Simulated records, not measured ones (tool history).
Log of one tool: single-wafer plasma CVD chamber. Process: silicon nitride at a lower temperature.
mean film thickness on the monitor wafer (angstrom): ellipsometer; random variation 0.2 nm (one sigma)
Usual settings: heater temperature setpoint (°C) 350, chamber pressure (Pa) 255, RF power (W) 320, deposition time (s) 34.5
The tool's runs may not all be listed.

run	hour	heater temperature setpoint (°C)	chamber pressure (Pa)	RF power (W)	deposition time (s)	read-back reference wafer on the same gauge, thickness_nm	mean film thickness on the monitor wafer (angstrom)
1	0	350	255	320	34.5	37.684	468.37
2	21.9	350	255	320	34.5	37.621	469.82
# hour 56.9: RF generator calibrated
3	57.4	350	255	320	34.5	37.586	470.16
# hour 63.1: gauge calibrated
4	82.8	350	255	320	33	37.521	446.13
5	154.5	354	255	320	34.5	37.603	469.46
6	182.4	354	255	320	34.5	37.699	470.58
7	204.3	363	255	320	34.5	37.598	464.2
8	224.8	350	255	320	34.5	37.632	471.64
9	247.3	336	279	375	34.5	37.631	513.74
10	264.3	350	255	280	34.5	37.553	441.44
11	297.8	364	283	320	34.5	37.624	475.57
12	329.3	350	255	265	27.9	37.564	351.29
13	343.2	342	209	275	34.5	37.66	423.81
14	376	350	231	320	34.5	37.671	460.13
# hour 389.2: showerhead replaced
15	408	350	255	370	29.1	37.607	421.86
# hour 429: thermocouple changed; heater temperature recalibrated
16	429.5	350	255	340	40	37.581	559.81
17	437.5	350	255	320	34.5	37.624	471.4
18	471.2	354	272	350	34.5	37.597	490.71
19	491.4	350	255	320	34.5	37.637	464.05
20	516.8	354	280	320	29.4	37.604	406.11
21	544.2	337	291	320	34.5	37.64	483.38
22	570.8	350	255	320	34.5	37.532	465.62
23	588.7	359	232	355	36.4	37.59	508.12
24	612.5	350	255	320	34.5	37.587	467.05
25	625	341	255	285	32.3	37.65	420.49
26	643.8	362	212	370	30.8	37.579	429.5
27	677.7	350	279	295	34.5	37.566	460.92
28	710	350	255	355	34.5	37.616	487.73
29	742.4	350	255	320	34.5	37.596	468.53

4 ways to go on from here, each from the tool as it stands after run 29. What would each give?
A	742.8	343	255	320	34.5	?	?
B	742.8	346	255	275	34.5	?	?
C	742.8	341	271	295	30.1	?	?
D	742.8	362	255	360	34.5	?	?

run	read-back reference wafer on the same gauge, thickness_nm	mean film thickness on the monitor wafer (angstrom)
A	37.582	469.27
B	37.582	438.43
C	37.582	400.45
D	37.582	490.44
Without the tool's hidden state the same runs would have given:
run	mean film thickness on the monitor wafer (angstrom)
A	469.27
B	438.43
C	400.45
D	490.44
